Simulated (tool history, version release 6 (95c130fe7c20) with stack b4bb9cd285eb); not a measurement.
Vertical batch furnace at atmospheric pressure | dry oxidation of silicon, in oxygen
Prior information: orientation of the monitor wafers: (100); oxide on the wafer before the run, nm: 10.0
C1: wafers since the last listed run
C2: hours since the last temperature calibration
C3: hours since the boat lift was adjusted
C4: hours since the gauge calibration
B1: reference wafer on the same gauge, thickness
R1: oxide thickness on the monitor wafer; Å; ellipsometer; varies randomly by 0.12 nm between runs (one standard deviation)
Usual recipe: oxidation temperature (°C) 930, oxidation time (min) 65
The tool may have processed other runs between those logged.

run 1 hour=0 | oxidation_temperature_(°C)=930 oxidation_time_(min)=65 | C1=0 C2=1768.4 C3=4258.5 C4=314.5 | B1=26.31 | R1=298.6
run 2 hour=69.6 | oxidation_temperature_(°C)=930 oxidation_time_(min)=65 | C1=1068 C2=1838 C3=4328.1 C4=384.1 | B1=26.33 | R1=297.7
run 3 hour=175.8 | oxidation_temperature_(°C)=930 oxidation_time_(min)=65 | C1=1630 C2=1944.2 C3=4434.3 C4=490.3 | B1=26.32 | R1=299.3
-- hour=389.1 thermocouples replaced and temperature profile calibrated
run 4 hour=389.6 | oxidation_temperature_(°C)=930 oxidation_time_(min)=65 | C1=2913 C2=0.5 C3=4648.1 C4=704.1 | B1=26.28 | R1=284.6
run 5 hour=411.5 | oxidation_temperature_(°C)=930 oxidation_time_(min)=65 | C1=336 C2=22.4 C3=4670 C4=726 | B1=26.34 | R1=287.4
run 6 hour=472.2 | oxidation_temperature_(°C)=930 oxidation_time_(min)=41 | C1=931 C2=83.1 C3=4730.7 C4=786.7 | B1=26.32 | R1=226
run 7 hour=501.8 | oxidation_temperature_(°C)=930 oxidation_time_(min)=41 | C1=454 C2=112.7 C3=4760.3 C4=816.3 | B1=26.33 | R1=226.1
-- hour=528.8 boat lift adjusted
run 8 hour=545.8 | oxidation_temperature_(°C)=930 oxidation_time_(min)=65 | C1=307 C2=156.7 C3=17 C4=860.3 | B1=26.27 | R1=288.4
-- hour=555.3 gauge calibrated
run 9 hour=608.7 | oxidation_temperature_(°C)=930 oxidation_time_(min)=65 | C1=965 C2=219.6 C3=79.9 C4=53.4 | B1=26.28 | R1=287.1
run 10 hour=636 | oxidation_temperature_(°C)=930 oxidation_time_(min)=65 | C1=419 C2=246.9 C3=107.2 C4=80.7 | B1=26.32 | R1=287
run 11 hour=694 | oxidation_temperature_(°C)=930 oxidation_time_(min)=89.5 | C1=890 C2=304.9 C3=165.2 C4=138.7 | B1=26.3 | R1=345
run 12 hour=756.3 | oxidation_temperature_(°C)=913 oxidation_time_(min)=75 | C1=956 C2=367.2 C3=227.5 C4=201 | B1=26.3 | R1=272.5
run 13 hour=790.5 | oxidation_temperature_(°C)=915 oxidation_time_(min)=78 | C1=525 C2=401.4 C3=261.7 C4=235.2 | B1=26.3 | R1=281.7
run 14 hour=828.7 | oxidation_temperature_(°C)=949 oxidation_time_(min)=53 | C1=586 C2=439.6 C3=299.9 C4=273.4 | B1=26.3 | R1=301.1
run 15 hour=865.9 | oxidation_temperature_(°C)=909 oxidation_time_(min)=52.5 | C1=571 C2=476.8 C3=337.1 C4=310.6 | B1=26.31 | R1=222.3
run 16 hour=923.6 | oxidation_temperature_(°C)=930 oxidation_time_(min)=65 | C1=885 C2=534.5 C3=394.8 C4=368.3 | B1=26.29 | R1=289
run 17 hour=981.2 | oxidation_temperature_(°C)=953 oxidation_time_(min)=65 | C1=884 C2=592.1 C3=452.4 C4=425.9 | B1=26.25 | R1=353.1
run 18 hour=1036.4 | oxidation_temperature_(°C)=953 oxidation_time_(min)=48 | C1=847 C2=647.3 C3=507.6 C4=481.1 | B1=26.32 | R1=297.4
run 19 hour=1101.7 | oxidation_temperature_(°C)=943 oxidation_time_(min)=96.5 | C1=1002 C2=712.6 C3=572.9 C4=546.4 | B1=26.25 | R1=415.1

4 options for the next run, each taken on its own from the tool as it stands now. Forecast them:
run A hour=1106.5 | oxidation_temperature_(°C)=930 oxidation_time_(min)=65 | C1=73 C2=717.4 C3=577.7 C4=551.2 | B1=? | R1=?
run B hour=1106.5 | oxidation_temperature_(°C)=916 oxidation_time_(min)=86.5 | C1=73 C2=717.4 C3=577.7 C4=551.2 | B1=? | R1=?
run C hour=1106.5 | oxidation_temperature_(°C)=912 oxidation_time_(min)=76.5 | C1=73 C2=717.4 C3=577.7 C4=551.2 | B1=? | R1=?
run D hour=1106.5 | oxidation_temperature_(°C)=945 oxidation_time_(min)=44.5 | C1=73 C2=717.4 C3=577.7 C4=551.2 | B1=? | R1=?

run=A B1=26.3 R1=289.4
run=B B1=26.3 R1=302.8
run=C B1=26.3 R1=273.8
run=D B1=26.3 R1=266.4
Take away the tool's hidden state, keep each run's random variation, and the runs would have read:
run=A R1=285.4
run=B R1=298.4
run=C R1=270
run=D R1=262.7
